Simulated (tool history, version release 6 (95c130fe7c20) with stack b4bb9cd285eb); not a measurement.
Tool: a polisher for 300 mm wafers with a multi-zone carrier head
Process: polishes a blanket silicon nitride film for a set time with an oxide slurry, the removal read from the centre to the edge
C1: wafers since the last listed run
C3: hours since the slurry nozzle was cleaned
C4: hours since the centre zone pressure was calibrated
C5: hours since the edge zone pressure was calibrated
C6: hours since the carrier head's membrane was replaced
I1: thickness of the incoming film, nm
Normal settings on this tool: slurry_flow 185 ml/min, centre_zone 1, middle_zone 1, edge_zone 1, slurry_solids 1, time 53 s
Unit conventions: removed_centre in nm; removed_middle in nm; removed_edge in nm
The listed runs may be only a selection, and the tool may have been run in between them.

run 1 hour=0 | slurry_flow=185 centre_zone=1 middle_zone=1 edge_zone=1 slurry_solids=1 time=43 | C1=0 wafers_polished_on_this_pad=731 C3=938.8 C4=774.4 C5=21.8 C6=1015.8 | I1=459.9 | removed_centre=40.2 removed_middle=42.1 removed_edge=44.2
-- hour=4.8 slurry nozzle cleaned
run 2 hour=16.2 | slurry_flow=185 centre_zone=1 middle_zone=1 edge_zone=1 slurry_solids=1 time=43 | C1=133 wafers_polished_on_this_pad=865 C3=11.4 C4=790.6 C5=38 C6=1032 | I1=455.1 | removed_centre=48.6 removed_middle=47.6 removed_edge=47.9
run 3 hour=23.7 | slurry_flow=185 centre_zone=1 middle_zone=0.91 edge_zone=1 slurry_solids=1 time=53 | C1=65 wafers_polished_on_this_pad=931 C3=18.9 C4=798.1 C5=45.5 C6=1039.5 | I1=461.2 | removed_centre=56.5 removed_middle=55.4 removed_edge=58.6
run 4 hour=31.5 | slurry_flow=185 centre_zone=1 middle_zone=0.91 edge_zone=1 slurry_solids=1 time=53 | C1=68 wafers_polished_on_this_pad=1000 C3=26.7 C4=805.9 C5=53.3 C6=1047.3 | I1=457.2 | removed_centre=58.7 removed_middle=56.7 removed_edge=58.2
run 5 hour=47.5 | slurry_flow=185 centre_zone=1 middle_zone=0.91 edge_zone=1 slurry_solids=1 time=53 | C1=140 wafers_polished_on_this_pad=1140 C3=42.7 C4=821.9 C5=69.3 C6=1063.3 | I1=464.6 | removed_centre=56.8 removed_middle=54.4 removed_edge=59.1
run 6 hour=58.2 | slurry_flow=185 centre_zone=0.95 middle_zone=1 edge_zone=1.04 slurry_solids=1.2 time=53 | C1=94 wafers_polished_on_this_pad=1234 C3=53.4 C4=832.6 C5=80 C6=1074 | I1=460.7 | removed_centre=59.4 removed_middle=64.5 removed_edge=63
run 7 hour=69.9 | slurry_flow=185 centre_zone=1.11 middle_zone=1 edge_zone=0.9 slurry_solids=1 time=63 | C1=102 wafers_polished_on_this_pad=1337 C3=65.1 C4=844.3 C5=91.7 C6=1085.7 | I1=455.3 | removed_centre=73.8 removed_middle=69.8 removed_edge=66
-- hour=82.7 worn pad replaced by a new one
run 8 hour=83.2 | slurry_flow=185 centre_zone=1 middle_zone=1.08 edge_zone=1 slurry_solids=1 time=53 | C1=81 wafers_polished_on_this_pad=4 C3=78.4 C4=857.6 C5=105 C6=1099 | I1=464.8 | removed_centre=58 removed_middle=61.6 removed_edge=58.3
run 9 hour=89 | slurry_flow=185 centre_zone=1 middle_zone=1 edge_zone=1 slurry_solids=1 time=42 | C1=51 wafers_polished_on_this_pad=55 C3=84.2 C4=863.4 C5=110.8 C6=1104.8 | I1=462 | removed_centre=46.1 removed_middle=46.3 removed_edge=46.2
run 10 hour=99.1 | slurry_flow=140 centre_zone=1 middle_zone=1 edge_zone=1 slurry_solids=1 time=53 | C1=88 wafers_polished_on_this_pad=144 C3=94.3 C4=873.5 C5=120.9 C6=1114.9 | I1=460.2 | removed_centre=55.7 removed_middle=55.9 removed_edge=55.4
run 11 hour=106.5 | slurry_flow=185 centre_zone=1 middle_zone=1 edge_zone=1 slurry_solids=1 time=53 | C1=65 wafers_polished_on_this_pad=209 C3=101.7 C4=880.9 C5=128.3 C6=1122.3 | I1=462.5 | removed_centre=59.9 removed_middle=59.2 removed_edge=57.8
-- hour=124.2 carrier head's membrane replaced by a new one
run 12 hour=144.3 | slurry_flow=185 centre_zone=0.94 middle_zone=1 edge_zone=1 slurry_solids=1.15 time=66 | C1=288 wafers_polished_on_this_pad=497 C3=139.5 C4=918.7 C5=166.1 C6=20.1 | I1=456.3 | removed_centre=73.5 removed_middle=76.7 removed_edge=76.2
-- hour=149.1 centre zone pressure recalibrated
run 13 hour=150.3 | slurry_flow=185 centre_zone=1 middle_zone=1 edge_zone=1 slurry_solids=0.9 time=53 | C1=35 wafers_polished_on_this_pad=533 C3=145.5 C4=1.2 C5=172.1 C6=26.1 | I1=463.5 | removed_centre=55.6 removed_middle=56.1 removed_edge=54.7
run 14 hour=165.2 | slurry_flow=185 centre_zone=1 middle_zone=1.05 edge_zone=1 slurry_solids=1 time=53 | C1=131 wafers_polished_on_this_pad=664 C3=160.4 C4=16.1 C5=187 C6=41 | I1=459.4 | removed_centre=56 removed_middle=61.4 removed_edge=59
run 15 hour=178.5 | slurry_flow=185 centre_zone=1 middle_zone=1 edge_zone=1 slurry_solids=1 time=53 | C1=116 wafers_polished_on_this_pad=781 C3=173.7 C4=29.4 C5=200.3 C6=54.3 | I1=452 | removed_centre=56.8 removed_middle=58.7 removed_edge=57.6
run 16 hour=186.4 | slurry_flow=205 centre_zone=1 middle_zone=1.03 edge_zone=1 slurry_solids=0.9 time=53 | C1=69 wafers_polished_on_this_pad=850 C3=181.6 C4=37.3 C5=208.2 C6=62.2 | I1=454.3 | removed_centre=56.1 removed_middle=59 removed_edge=56.2
run 17 hour=203.7 | slurry_flow=160 centre_zone=1 middle_zone=1 edge_zone=1 slurry_solids=1 time=53 | C1=152 wafers_polished_on_this_pad=1002 C3=198.9 C4=54.6 C5=225.5 C6=79.5 | I1=453.4 | removed_centre=55.6 removed_middle=56.8 removed_edge=56.1
run 18 hour=215.8 | slurry_flow=210 centre_zone=0.92 middle_zone=1 edge_zone=1 slurry_solids=1.15 time=66 | C1=106 wafers_polished_on_this_pad=1109 C3=211 C4=66.7 C5=237.6 C6=91.6 | I1=458.2 | removed_centre=73 removed_middle=78.6 removed_edge=77.9
-- hour=248 worn pad replaced by a new one
run 19 hour=248.5 | slurry_flow=185 centre_zone=1 middle_zone=1 edge_zone=1 slurry_solids=1.1 time=53 | C1=252 wafers_polished_on_this_pad=4 C3=243.7 C4=99.4 C5=270.3 C6=124.3 | I1=462 | removed_centre=59.8 removed_middle=60.6 removed_edge=60.8
run 20 hour=264.4 | slurry_flow=185 centre_zone=1 middle_zone=1.06 edge_zone=1 slurry_solids=1.15 time=53 | C1=139 wafers_polished_on_this_pad=144 C3=259.6 C4=115.3 C5=286.2 C6=140.2 | I1=466.8 | removed_centre=59.2 removed_middle=63.7 removed_edge=60.9
run 21 hour=273.6 | slurry_flow=185 centre_zone=1 middle_zone=1 edge_zone=1 slurry_solids=1 time=61 | C1=80 wafers_polished_on_this_pad=225 C3=268.8 C4=124.5 C5=295.4 C6=149.4 | I1=462 | removed_centre=64 removed_middle=66.1 removed_edge=66.8
run 22 hour=285.3 | slurry_flow=185 centre_zone=1 middle_zone=1 edge_zone=1 slurry_solids=1 time=69 | C1=102 wafers_polished_on_this_pad=327 C3=280.5 C4=136.2 C5=307.1 C6=161.1 | I1=459.6 | removed_centre=73.7 removed_middle=76.7 removed_edge=75.2

Table of differences, measured result less the result of that run with no hidden state. Run-to-run variation is the same in both. Gauge scatter possibly is not:
Hidden conditions of the tool in this case: removal rate lost through wear of the pad, %; slurry flow missing at the pad, %; deviation of the centre zone's pressure from its setpoint, %; deviation of the edge zone's pressure from its setpoint, %.
run=1 removed_centre=-6.3 removed_middle=-5.7 removed_edge=-4.2
run=2 removed_centre=+0 removed_middle=-0.1 removed_edge=+0
run=3 removed_centre=-0.1 removed_middle=-0.1 removed_edge=-0.1
run=4 removed_centre=-0.2 removed_middle=-0.1 removed_edge=-0.1
run=5 removed_centre=-0.2 removed_middle=-0.1 removed_edge=-0.2
run=6 removed_centre=-0.3 removed_middle=-0.3 removed_edge=-0.2
run=7 removed_centre=-0.5 removed_middle=-0.3 removed_edge=-0.2
run=8 removed_centre=-0.4 removed_middle=-0.4 removed_edge=-0.2
run=9 removed_centre=-0.4 removed_middle=-0.3 removed_edge=-0.2
run=10 removed_centre=-0.5 removed_middle=-0.6 removed_edge=-0.4
run=11 removed_centre=-0.6 removed_middle=-0.4 removed_edge=-0.4
run=12 removed_centre=-0.9 removed_middle=-0.9 removed_edge=-0.6
run=13 removed_centre=-0.7 removed_middle=-0.6 removed_edge=-0.5
run=14 removed_centre=-0.8 removed_middle=-0.8 removed_edge=-0.6
run=15 removed_centre=-0.9 removed_middle=-0.8 removed_edge=-0.6
run=16 removed_centre=-0.8 removed_middle=-0.8 removed_edge=-0.6
run=17 removed_centre=-1.1 removed_middle=-1 removed_edge=-0.8
run=18 removed_centre=-1.2 removed_middle=-1.2 removed_edge=-0.9
run=19 removed_centre=-1.3 removed_middle=-1.2 removed_edge=-0.9
run=20 removed_centre=-1.4 removed_middle=-1.3 removed_edge=-1
run=21 removed_centre=-1.6 removed_middle=-1.5 removed_edge=-1
run=22 removed_centre=-2 removed_middle=-1.8 removed_edge=-1.3
